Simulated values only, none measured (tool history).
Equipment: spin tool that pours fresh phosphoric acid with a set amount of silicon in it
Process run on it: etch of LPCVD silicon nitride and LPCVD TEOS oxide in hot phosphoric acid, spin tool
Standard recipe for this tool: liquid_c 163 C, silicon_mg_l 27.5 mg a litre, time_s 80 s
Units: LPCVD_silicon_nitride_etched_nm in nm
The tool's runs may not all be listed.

run,hour,liquid_c,silicon_mg_l,time_s,wafers since the last listed run,hours since the thermometer was replaced,hours since the dissolved silicon flow meter was replaced,hours since the heated supply line was repaired,hours since the gauge calibration,"read-back film thickness of the LPCVD silicon nitride reference wafer, read on the same gauge (nm)",LPCVD_silicon_nitride_etched_nm
1,0,161.5,27.5,80,0,183.6,1040.7,553.3,244.5,70.01,9.23
2,69.4,161.5,27.5,80,689,253,1110.1,622.7,313.9,69.99,9.2
3,161.3,163,27.5,80,913,344.9,1202,714.6,405.8,69.99,9.64
4,258.1,163,27.5,80,962,441.7,1298.8,811.4,502.6,69.97,9.75
# hour 300.8: heated supply line repaired
5,316.3,164.5,41,45,568,499.9,1357,15.5,560.8,70,5.91
6,404.7,165.5,27.5,80,878,588.3,1445.4,103.9,649.2,70.01,10.9
7,493,165,27.5,40,877,676.6,1533.7,192.2,737.5,70.03,5.36
8,558.1,163,27.5,80,647,741.7,1598.8,257.3,802.6,70,9.98
9,626.3,164,27.5,80,677,809.9,1667,325.5,870.8,69.99,10.33
# hour 649.6: dissolved silicon flow meter replaced
10,716.4,164.5,27.5,100,885,900,66.8,415.6,960.9,70,13.16
11,768.9,163,27.5,80,521,952.5,119.3,468.1,1013.4,69.99,10.05
12,927.7,164.5,45,95,1578,1111.3,278.1,626.9,1172.2,69.99,12.44
13,1008.9,163,11,35,807,1192.5,359.3,708.1,1253.4,70.01,4.41
14,1110.2,163,27.5,80,1006,1293.8,460.6,809.4,1354.7,69.98,10.06
15,1216.7,164.5,44.5,80,1058,1400.3,567.1,915.9,1461.2,69.97,10.6
# hour 1218.5: heated supply line repaired
# hour 1280.1: thermometer replaced
16,1311.1,163,27.5,80,918,31,661.5,92.6,1555.6,70,9.77
17,1403.2,160.5,27.5,80,915,123.1,753.6,184.7,1647.7,69.96,9.06
18,1491.9,163,49,65,881,211.8,842.3,273.4,1736.4,70,8.01
19,1596.4,165,37.5,50,1038,316.3,946.8,377.9,1840.9,70,6.58
20,1647.3,162,43.5,80,505,367.2,997.7,428.8,1891.8,70,9.54
21,1727.3,163,27.5,80,795,447.2,1077.7,508.8,1971.8,70.03,9.86

Each row is a separate what-if for the run after 21, all from the same tool condition, not one after another. Results?
A,1727.7,163,34.5,80,3,447.6,1078.1,509.2,1972.2,?,?
B,1727.7,163,27.5,35,3,447.6,1078.1,509.2,1972.2,?,?
C,1727.7,163,12,60,3,447.6,1078.1,509.2,1972.2,?,?
D,1727.7,165,45.5,115,3,447.6,1078.1,509.2,1972.2,?,?
E,1727.7,163,27.5,40,3,447.6,1078.1,509.2,1972.2,?,?

run,"read-back film thickness of the LPCVD silicon nitride reference wafer, read on the same gauge (nm)",LPCVD_silicon_nitride_etched_nm
A,70.02,9.84
B,70.02,4.3
C,70.02,7.38
D,70.02,15.11
E,70.02,4.92
Take away the tool's hidden state, keep each run's random variation, and the runs would have read:
run,LPCVD_silicon_nitride_etched_nm
A,9.79
B,4.28
C,7.34
D,15.03
E,4.89

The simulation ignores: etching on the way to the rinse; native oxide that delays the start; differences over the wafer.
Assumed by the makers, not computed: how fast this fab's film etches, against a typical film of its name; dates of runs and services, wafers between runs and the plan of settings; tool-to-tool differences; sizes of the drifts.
